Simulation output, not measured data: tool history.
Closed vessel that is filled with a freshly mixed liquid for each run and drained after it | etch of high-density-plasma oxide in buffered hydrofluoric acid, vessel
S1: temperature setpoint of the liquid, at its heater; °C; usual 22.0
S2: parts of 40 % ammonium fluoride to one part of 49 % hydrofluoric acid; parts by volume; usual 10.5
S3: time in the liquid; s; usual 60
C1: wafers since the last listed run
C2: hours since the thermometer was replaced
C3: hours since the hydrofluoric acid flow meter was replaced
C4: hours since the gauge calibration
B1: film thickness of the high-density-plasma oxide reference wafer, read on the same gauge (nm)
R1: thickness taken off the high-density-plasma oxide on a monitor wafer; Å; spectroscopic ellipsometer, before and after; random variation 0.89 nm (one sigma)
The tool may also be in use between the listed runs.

| run | day | S1 | S2 | S3 | C1 | C2 | C3 | C4 | B1 | R1 |
|---|---|---|---|---|---|---|---|---|---|---|
| 1 | 0.000 | 22.0 | 10.5 | 60 | 0 | 844.4 | 1961.5 | 300.4 | 150.02 | 1093.1 |
| 2 | 1.021 | 22.0 | 10.5 | 60 | 1569 | 868.9 | 1986.0 | 324.9 | 150.02 | 1101.2 |
| 3 | 1.779 | 22.0 | 8.5 | 50 | 1165 | 887.1 | 2004.2 | 343.1 | 150.01 | 1084.4 |
| 4 | 3.217 | 22.0 | 8.5 | 50 | 2209 | 921.6 | 2038.7 | 377.6 | 149.99 | 1091.3 |
| 5 | 4.004 | 22.0 | 10.5 | 60 | 1210 | 940.5 | 2057.6 | 396.5 | 149.99 | 1091.9 |
|  | 4.996 | thermometer replaced |
| 6 | 5.038 | 22.0 | 10.5 | 60 | 1524 | 1.0 | 2082.4 | 421.3 | 149.99 | 1088.0 |
|  | 5.533 | hydrofluoric acid flow meter replaced |
|  | 5.921 | gauge calibrated |
| 7 | 6.200 | 22.0 | 10.5 | 60 | 1722 | 28.9 | 16.0 | 6.7 | 149.97 | 1080.3 |
| 8 | 7.479 | 24.5 | 7.5 | 50 | 1966 | 59.6 | 46.7 | 37.4 | 150.01 | 1434.7 |

Run 9 comes next. What will it give?
| 9 | 8.942 | 20.0 | 8.5 | 45 | 2248 | 94.7 | 81.8 | 72.5 | ? | ? |

{"run 9": {"B1": 150.01, "R1": 868.3}}
Without the tool's hidden state the same run would have given R1 868.3 Å.

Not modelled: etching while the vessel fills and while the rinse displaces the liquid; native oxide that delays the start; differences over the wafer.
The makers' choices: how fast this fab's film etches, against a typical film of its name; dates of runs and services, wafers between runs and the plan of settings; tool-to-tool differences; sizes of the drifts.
